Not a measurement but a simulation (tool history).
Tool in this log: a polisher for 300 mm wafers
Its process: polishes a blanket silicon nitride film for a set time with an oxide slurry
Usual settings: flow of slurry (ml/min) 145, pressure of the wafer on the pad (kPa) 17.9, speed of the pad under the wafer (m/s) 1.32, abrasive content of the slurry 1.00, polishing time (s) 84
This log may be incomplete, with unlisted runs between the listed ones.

run,hour,flow of slurry (ml/min),pressure of the wafer on the pad (kPa),speed of the pad under the wafer (m/s),abrasive content of the slurry,polishing time (s),"incoming thickness of the incoming film, nm",film removed (Å)
1,0.0,110,17.9,1.32,1.00,84,616.2,481
# hour 24.8: slurry blender recalibrated
2,29.4,110,17.9,1.32,1.00,84,616.9,506
3,100.6,145,15.2,1.32,1.00,84,611.8,438
4,131.2,145,17.9,1.32,0.90,98,614.3,523
# hour 134.1: conditioning disc replaced and pad reconditioned
# hour 136.8: worn pad replaced by a new one
5,187.7,145,17.9,1.32,0.90,98,627.6,531
# hour 206.8: slurry blender recalibrated
6,240.1,145,17.9,1.32,1.00,84,620.0,514
# hour 272.2: conditioning disc replaced and pad reconditioned
# hour 316.5: worn pad replaced by a new one
7,361.0,145,17.9,1.32,1.00,84,627.5,479
# hour 369.2: head pressure recalibrated
8,404.8,145,21.4,1.14,1.00,84,611.2,467
# hour 413.6: conditioning disc replaced and pad reconditioned
# hour 426.8: slurry blender recalibrated
9,429.1,145,17.9,1.20,1.00,62,633.3,377
# hour 475.2: worn pad replaced by a new one
10,488.2,145,22.1,1.32,1.00,101,615.6,730
# hour 542.0: slurry nozzle cleaned
11,548.7,145,14.5,1.32,0.85,84,628.4,357
# hour 567.7: conditioning disc replaced and pad reconditioned
12,608.9,145,13.1,1.32,1.00,84,628.9,360
# hour 635.3: slurry blender recalibrated
# hour 639.1: worn pad replaced by a new one
13,715.8,145,17.9,1.32,1.00,84,615.5,483
# hour 722.9: conditioning disc replaced and pad reconditioned
14,760.2,145,17.9,1.32,1.15,65,612.9,434
# hour 810.4: worn pad replaced by a new one
15,811.5,115,15.9,1.32,1.10,84,607.2,433

5 ways to go on from here, each from the tool as it stands after run 15. What would each give?
A,811.9,145,17.9,1.32,1.00,84,618.5,?
B,811.9,180,17.9,1.32,1.30,84,618.5,?
C,811.9,145,17.9,1.18,1.00,84,618.5,?
D,811.9,120,17.9,1.32,0.80,101,618.5,?
E,811.9,145,17.9,0.92,1.00,84,618.5,?

run,film removed (Å)
A,487
B,583
C,448
D,484
E,373
Without the tool's unlogged condition, the same runs would have read:
run,film removed (Å)
A,571
B,676
C,522
D,574
E,428
